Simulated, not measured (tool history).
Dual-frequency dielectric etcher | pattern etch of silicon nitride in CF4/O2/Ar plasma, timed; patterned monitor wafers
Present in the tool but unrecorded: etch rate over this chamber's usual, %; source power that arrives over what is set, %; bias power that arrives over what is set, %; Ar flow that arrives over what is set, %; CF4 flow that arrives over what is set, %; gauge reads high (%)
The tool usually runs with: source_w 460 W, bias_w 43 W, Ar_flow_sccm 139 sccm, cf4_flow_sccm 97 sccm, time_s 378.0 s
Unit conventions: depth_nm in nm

run	hour	source_w	bias_w	Ar_flow_sccm	cf4_flow_sccm	time_s	wafers since the last listed run	hours since the last wet clean	hours since the last source power generator calibration	hours since the last bias power generator calibration	hours since the last Ar flow controller change	hours since the last CF4 flow controller change	hours since the last upper electrode change	hours since the gauge calibration	read-back reference wafer on the same gauge, depth_nm	depth_nm
1	0.0	460	43	139	97	461.5	0	438.1	4590.6	3269.6	2954.0	5545.0	3041.4	431.4	500.0	688.0
2	12.1	460	39	139	97	378.0	49	450.2	4602.7	3281.7	2966.1	5557.1	3053.5	443.5	500.1	552.1
# hour 19.2: CF4 flow controller replaced
# hour 50.6: wet clean of the chamber
# hour 62.5: upper electrode replaced
3	63.0	460	46	139	97	378.0	36	12.4	4653.6	3332.6	3017.0	43.8	0.5	494.4	500.4	574.5
4	75.6	460	43	139	97	378.0	51	25.0	4666.2	3345.2	3029.6	56.4	13.1	507.0	499.6	566.3
5	93.2	460	43	128	97	378.0	71	42.6	4683.8	3362.8	3047.2	74.0	30.7	524.6	500.4	569.0
6	106.5	460	43	152	76	456.0	53	55.9	4697.1	3376.1	3060.5	87.3	44.0	537.9	500.4	632.3
7	125.7	460	43	139	97	378.0	77	75.1	4716.3	3395.3	3079.7	106.5	63.2	557.1	500.2	562.3
8	148.7	460	43	139	97	460.0	93	98.1	4739.3	3418.3	3102.7	129.5	86.2	580.1	499.9	685.7
9	171.4	460	43	157	89	286.5	92	120.8	4762.0	3441.0	3125.4	152.2	108.9	602.8	500.1	414.4
10	191.1	460	43	139	97	378.0	79	140.5	4781.7	3460.7	3145.1	171.9	128.6	622.5	499.8	565.0
# hour 218.8: bias power generator calibrated
# hour 229.4: Ar flow controller replaced
11	259.5	460	43	139	97	378.0	237	208.9	4850.1	40.7	30.1	240.3	197.0	690.9	499.7	564.3
12	281.8	520	50	171	97	310.5	90	231.2	4872.4	63.0	52.4	262.6	219.3	713.2	499.9	497.7
# hour 303.6: source power generator calibrated
13	313.6	460	34	167	97	303.0	112	263.0	10.0	94.8	84.2	294.4	251.1	745.0	499.8	418.0
14	333.3	460	43	139	97	378.0	79	282.7	29.7	114.5	103.9	314.1	270.8	764.7	500.2	564.6
15	367.4	570	43	119	97	338.5	138	316.8	63.8	148.6	138.0	348.2	304.9	798.8	499.8	564.5
# hour 379.7: gauge calibrated
16	423.3	550	40	139	113	471.5	226	372.7	119.7	204.5	193.9	404.1	360.8	43.6	500.6	782.6
17	453.9	460	43	139	97	378.0	124	403.3	150.3	235.1	224.5	434.7	391.4	74.2	500.0	565.8
# hour 568.5: wet clean of the chamber
18	569.0	460	47	128	107	291.0	369	0.5	265.4	350.2	339.6	549.8	506.5	189.3	500.1	458.9
19	584.8	460	43	114	109	378.0	64	16.3	281.2	366.0	355.4	565.6	522.3	205.1	500.6	589.3
20	611.2	460	43	139	97	378.0	107	42.7	307.6	392.4	381.8	592.0	548.7	231.5	499.8	564.2
21	625.7	340	43	123	79	326.0	58	57.2	322.1	406.9	396.3	606.5	563.2	246.0	500.9	411.4
22	643.3	460	48	139	105	347.5	71	74.8	339.7	424.5	413.9	624.1	580.8	263.6	499.3	539.9

3 ways to go on from here, each from the tool as it stands after run 22. What would each give?
A	643.8	460	51	139	97	378.0	2	75.3	340.2	425.0	414.4	624.6	581.3	264.1	?	?
B	643.8	530	34	154	97	460.5	2	75.3	340.2	425.0	414.4	624.6	581.3	264.1	?	?
C	643.8	460	43	139	89	410.5	2	75.3	340.2	425.0	414.4	624.6	581.3	264.1	?	?

run	read-back reference wafer on the same gauge, depth_nm	depth_nm
A	500.7	590.9
B	500.7	691.2
C	500.7	602.7
With no hidden state in the tool, these same runs would have given:
run	depth_nm
A	590.9
B	691.2
C	602.7
